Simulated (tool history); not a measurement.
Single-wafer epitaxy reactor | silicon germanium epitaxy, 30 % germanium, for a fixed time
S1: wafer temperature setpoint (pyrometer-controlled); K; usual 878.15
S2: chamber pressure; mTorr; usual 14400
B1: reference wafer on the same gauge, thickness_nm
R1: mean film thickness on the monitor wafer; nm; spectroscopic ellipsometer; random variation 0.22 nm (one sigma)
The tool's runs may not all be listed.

run	hour	S1	S2	B1	R1
1	0.0	878.15	14400	47.105	55.291
2	52.2	878.15	14400	47.182	55.538
3	79.4	878.15	14400	47.147	55.587
4	112.4	878.15	14400	47.201	55.499
5	180.1	869.15	12200	47.301	42.319
6	244.2	869.15	12200	47.340	42.444
7	274.5	878.15	14400	47.368	55.748
8	312.2	878.15	14400	47.415	56.171
9	366.9	878.15	12900	47.450	52.645
10	408.0	878.15	12900	47.638	52.584
11	464.5	878.15	12100	47.634	50.951
12	494.0	878.15	14400	47.642	56.503
# hour 510.5: showerhead replaced
13	554.6	878.15	14400	47.705	56.082
14	616.2	878.15	14400	47.694	56.051
15	675.0	868.15	14400	47.784	45.606
16	729.4	868.15	14400	47.918	45.917
17	774.3	878.15	14400	47.902	56.123
# hour 816.3: gauge calibrated
18	838.5	883.15	17000	45.676	64.612
# hour 876.3: capacitance manometer re-zeroed and calibrated
19	876.8	878.15	14400	45.691	53.722
20	917.1	892.15	13300	45.843	68.184
21	942.6	878.15	14400	45.862	53.570
22	974.2	889.15	11300	45.862	59.216
23	1029.9	871.15	17600	45.941	51.353
24	1069.9	871.15	11500	46.003	41.395
25	1119.7	878.15	14400	45.996	54.086
26	1172.1	888.15	12200	46.092	60.731
27	1225.8	878.15	14400	46.128	54.224
# hour 1284.3: pyrometer calibrated
28	1284.8	884.15	11000	46.167	53.341
29	1344.6	878.15	12100	46.237	49.634
30	1381.7	885.15	14400	46.268	62.695
31	1438.1	864.15	17600	46.334	44.632
32	1587.0	878.15	14400	46.464	54.996
33	1753.8	867.15	12600	46.614	40.687
34	1825.2	878.15	13100	46.796	52.441
35	1853.6	885.15	16100	46.824	67.120

What the log doesn't show, run by run:
wafer temperature above the value expected at the setpoint (K): 0 in every run
true pressure above the setpoint (%): 0 in every run
H1: gauge reads high (%)
run	H1
1	2.45
2	2.57
3	2.63
4	2.7
5	2.84
6	2.98
7	3.05
8	3.13
9	3.24
10	3.33
11	3.45
12	3.52
13	3.65
14	3.78
15	3.91
16	4.02
17	4.12
18	-0.567
19	-0.485
20	-0.398
21	-0.343
22	-0.275
23	-0.155
24	-0.0693
25	0.0379
26	0.151
27	0.266
28	0.393
29	0.522
30	0.602
31	0.723
32	1.04
33	1.4
34	1.56
35	1.62
